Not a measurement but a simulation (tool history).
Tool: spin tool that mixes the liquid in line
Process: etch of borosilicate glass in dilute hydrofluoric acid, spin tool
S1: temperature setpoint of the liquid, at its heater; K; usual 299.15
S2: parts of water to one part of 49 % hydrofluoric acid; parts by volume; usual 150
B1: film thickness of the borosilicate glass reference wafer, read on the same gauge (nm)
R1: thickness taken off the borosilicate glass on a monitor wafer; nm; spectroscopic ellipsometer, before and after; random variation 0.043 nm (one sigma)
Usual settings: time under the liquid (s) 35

run 1 hour=0.0 | S1=297.65 S2=150 time_under_the_liquid_(s)=25 | B1=59.95 | R1=5.34
run 2 hour=78.2 | S1=297.65 S2=150 time_under_the_liquid_(s)=25 | B1=59.99 | R1=5.34
run 3 hour=147.3 | S1=297.65 S2=150 time_under_the_liquid_(s)=25 | B1=59.99 | R1=5.34
run 4 hour=236.5 | S1=299.15 S2=150 time_under_the_liquid_(s)=35 | B1=59.96 | R1=7.85
run 5 hour=289.1 | S1=301.65 S2=100 time_under_the_liquid_(s)=35 | B1=60.01 | R1=13.90
run 6 hour=346.1 | S1=296.15 S2=150 time_under_the_liquid_(s)=35 | B1=59.99 | R1=6.97
run 7 hour=403.8 | S1=296.15 S2=150 time_under_the_liquid_(s)=35 | B1=60.01 | R1=7.01
run 8 hour=462.1 | S1=299.15 S2=185 time_under_the_liquid_(s)=35 | B1=59.97 | R1=6.08
run 9 hour=555.4 | S1=303.15 S2=95 time_under_the_liquid_(s)=35 | B1=60.01 | R1=15.47
-- hour=632.0 gauge calibrated
run 10 hour=652.2 | S1=303.15 S2=95 time_under_the_liquid_(s)=35 | B1=60.02 | R1=15.51
run 11 hour=715.7 | S1=303.15 S2=95 time_under_the_liquid_(s)=35 | B1=59.99 | R1=15.23
run 12 hour=757.1 | S1=299.15 S2=150 time_under_the_liquid_(s)=35 | B1=60.02 | R1=7.81
run 13 hour=833.9 | S1=299.15 S2=150 time_under_the_liquid_(s)=35 | B1=60.00 | R1=7.74
run 14 hour=904.7 | S1=299.15 S2=150 time_under_the_liquid_(s)=35 | B1=59.98 | R1=7.74
run 15 hour=1003.3 | S1=299.15 S2=150 time_under_the_liquid_(s)=35 | B1=59.96 | R1=7.76
run 16 hour=1100.1 | S1=299.15 S2=150 time_under_the_liquid_(s)=35 | B1=60.00 | R1=7.69
-- hour=1115.9 hydrofluoric acid flow meter replaced
run 17 hour=1150.7 | S1=303.15 S2=150 time_under_the_liquid_(s)=35 | B1=60.03 | R1=8.92
run 18 hour=1223.8 | S1=301.15 S2=150 time_under_the_liquid_(s)=20 | B1=60.02 | R1=4.73
run 19 hour=1320.5 | S1=297.65 S2=220 time_under_the_liquid_(s)=35 | B1=59.99 | R1=4.56
run 20 hour=1471.6 | S1=299.15 S2=150 time_under_the_liquid_(s)=35 | B1=60.00 | R1=7.62
run 21 hour=1544.6 | S1=301.15 S2=110 time_under_the_liquid_(s)=30 | B1=60.03 | R1=10.12
-- hour=1600.5 thermometer replaced
run 22 hour=1637.1 | S1=303.15 S2=95 time_under_the_liquid_(s)=55 | B1=60.00 | R1=24.87
run 23 hour=1700.4 | S1=299.15 S2=150 time_under_the_liquid_(s)=35 | B1=60.03 | R1=8.02
run 24 hour=1764.4 | S1=299.15 S2=95 time_under_the_liquid_(s)=45 | B1=60.00 | R1=17.46
run 25 hour=1802.1 | S1=299.15 S2=150 time_under_the_liquid_(s)=15 | B1=59.98 | R1=3.43
run 26 hour=1846.3 | S1=299.15 S2=150 time_under_the_liquid_(s)=20 | B1=60.05 | R1=4.61
run 27 hour=1929.5 | S1=299.15 S2=150 time_under_the_liquid_(s)=35 | B1=59.95 | R1=7.98
run 28 hour=2008.3 | S1=299.15 S2=150 time_under_the_liquid_(s)=50 | B1=59.98 | R1=11.40
run 29 hour=2102.7 | S1=299.15 S2=80 time_under_the_liquid_(s)=25 | B1=60.01 | R1=11.59
run 30 hour=2171.6 | S1=299.15 S2=150 time_under_the_liquid_(s)=35 | B1=60.00 | R1=7.92
run 31 hour=2252.1 | S1=295.65 S2=150 time_under_the_liquid_(s)=35 | B1=60.02 | R1=7.01
run 32 hour=2296.2 | S1=299.15 S2=150 time_under_the_liquid_(s)=35 | B1=60.03 | R1=7.91

Forecast run 33:
-- hour=2324.6 gauge calibrated
run 33 hour=2332.8 | S1=299.15 S2=95 time_under_the_liquid_(s)=35 | B1=? | R1=?

B1: 60.01
R1: 13.52 nm
Without the tool's hidden state the same run would have given R1 13.80 nm.
